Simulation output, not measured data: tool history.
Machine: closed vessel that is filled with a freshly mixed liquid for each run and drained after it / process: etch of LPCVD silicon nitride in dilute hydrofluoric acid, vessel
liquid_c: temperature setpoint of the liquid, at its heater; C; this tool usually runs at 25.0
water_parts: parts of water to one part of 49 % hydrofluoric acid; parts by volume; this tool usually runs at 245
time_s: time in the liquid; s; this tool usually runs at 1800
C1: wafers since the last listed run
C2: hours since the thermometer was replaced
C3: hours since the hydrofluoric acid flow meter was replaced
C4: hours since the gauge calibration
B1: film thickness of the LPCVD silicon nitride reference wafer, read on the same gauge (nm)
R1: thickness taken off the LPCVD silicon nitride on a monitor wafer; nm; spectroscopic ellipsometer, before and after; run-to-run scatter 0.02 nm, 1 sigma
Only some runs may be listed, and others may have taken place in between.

{"run": 1, "hour": 0.0, "liquid_c": 25.0, "water_parts": 160, "time_s": 1800, "C1": 0, "C2": 2560.3, "C3": 1747.5, "C4": 154.4, "B1": 139.933, "R1": 6.151}
{"run": 2, "hour": 31.8, "liquid_c": 23.5, "water_parts": 245, "time_s": 1800, "C1": 1038, "C2": 2592.1, "C3": 1779.3, "C4": 186.2, "B1": 139.989, "R1": 3.607}
{"run": 3, "hour": 46.1, "liquid_c": 25.0, "water_parts": 245, "time_s": 1800, "C1": 466, "C2": 2606.4, "C3": 1793.6, "C4": 200.5, "B1": 140.001, "R1": 4.009}
{"run": 4, "hour": 68.7, "liquid_c": 25.0, "water_parts": 245, "time_s": 1800, "C1": 737, "C2": 2629.0, "C3": 1816.2, "C4": 223.1, "B1": 139.979, "R1": 4.05}
{"run": 5, "hour": 104.3, "liquid_c": 25.0, "water_parts": 245, "time_s": 1800, "C1": 1162, "C2": 2664.6, "C3": 1851.8, "C4": 258.7, "B1": 139.994, "R1": 3.975}
{"run": 6, "hour": 136.6, "liquid_c": 25.0, "water_parts": 245, "time_s": 1530, "C1": 1054, "C2": 2696.9, "C3": 1884.1, "C4": 291.0, "B1": 139.976, "R1": 3.406}
{"run": 7, "hour": 153.0, "liquid_c": 25.0, "water_parts": 245, "time_s": 1035, "C1": 535, "C2": 2713.3, "C3": 1900.5, "C4": 307.4, "B1": 139.947, "R1": 2.301}
{"run": 8, "hour": 171.1, "liquid_c": 25.0, "water_parts": 245, "time_s": 1035, "C1": 590, "C2": 2731.4, "C3": 1918.6, "C4": 325.5, "B1": 139.982, "R1": 2.299}
{"hour": 174.2, "done": "thermometer replaced"}
{"hour": 205.2, "done": "gauge calibrated"}
{"run": 9, "hour": 206.1, "liquid_c": 28.5, "water_parts": 335, "time_s": 1800, "C1": 1109, "C2": 31.9, "C3": 1953.6, "C4": 0.9, "B1": 140.0, "R1": 3.91}
{"run": 10, "hour": 234.8, "liquid_c": 29.5, "water_parts": 245, "time_s": 1475, "C1": 936, "C2": 60.6, "C3": 1982.3, "C4": 29.6, "B1": 139.966, "R1": 4.736}
{"hour": 245.3, "done": "thermometer replaced, repeated, since the last time left the tool worse"}
{"run": 11, "hour": 251.4, "liquid_c": 28.5, "water_parts": 210, "time_s": 865, "C1": 509, "C2": 6.1, "C3": 1998.9, "C4": 46.2, "B1": 139.987, "R1": 2.536}
{"run": 12, "hour": 278.8, "liquid_c": 25.0, "water_parts": 245, "time_s": 1800, "C1": 894, "C2": 33.5, "C3": 2026.3, "C4": 73.6, "B1": 139.974, "R1": 3.652}
{"hour": 281.7, "done": "hydrofluoric acid flow meter replaced"}
{"run": 13, "hour": 302.3, "liquid_c": 25.0, "water_parts": 245, "time_s": 1800, "C1": 734, "C2": 57.0, "C3": 20.6, "C4": 97.1, "B1": 140.008, "R1": 3.657}
{"run": 14, "hour": 325.9, "liquid_c": 29.5, "water_parts": 245, "time_s": 1800, "C1": 770, "C2": 80.6, "C3": 44.2, "C4": 120.7, "B1": 140.023, "R1": 4.84}
{"run": 15, "hour": 343.6, "liquid_c": 25.0, "water_parts": 245, "time_s": 1800, "C1": 577, "C2": 98.3, "C3": 61.9, "C4": 138.4, "B1": 139.998, "R1": 3.648}
{"run": 16, "hour": 379.2, "liquid_c": 20.5, "water_parts": 245, "time_s": 1045, "C1": 1162, "C2": 133.9, "C3": 97.5, "C4": 174.0, "B1": 139.998, "R1": 1.613}

Below are 4 alternative next runs, each starting from the tool's condition after run 16. Predict each:
{"run": "A", "hour": 380.3, "liquid_c": 25.0, "water_parts": 245, "time_s": 1800, "C1": 35, "C2": 135.0, "C3": 98.6, "C4": 175.1, "B1": "?", "R1": "?"}
{"run": "B", "hour": 380.3, "liquid_c": 28.0, "water_parts": 245, "time_s": 2205, "C1": 35, "C2": 135.0, "C3": 98.6, "C4": 175.1, "B1": "?", "R1": "?"}
{"run": "C", "hour": 380.3, "liquid_c": 25.0, "water_parts": 245, "time_s": 825, "C1": 35, "C2": 135.0, "C3": 98.6, "C4": 175.1, "B1": "?", "R1": "?"}
{"run": "D", "hour": 380.3, "liquid_c": 27.5, "water_parts": 245, "time_s": 2130, "C1": 35, "C2": 135.0, "C3": 98.6, "C4": 175.1, "B1": "?", "R1": "?"}

run=A B1=139.982 R1=3.697
run=B B1=139.982 R1=5.432
run=C B1=139.982 R1=1.694
run=D B1=139.982 R1=5.092
Had the tool no hidden state, the same runs would have come out as:
run=A R1=3.656
run=B R1=5.374
run=C R1=1.676
run=D R1=5.037

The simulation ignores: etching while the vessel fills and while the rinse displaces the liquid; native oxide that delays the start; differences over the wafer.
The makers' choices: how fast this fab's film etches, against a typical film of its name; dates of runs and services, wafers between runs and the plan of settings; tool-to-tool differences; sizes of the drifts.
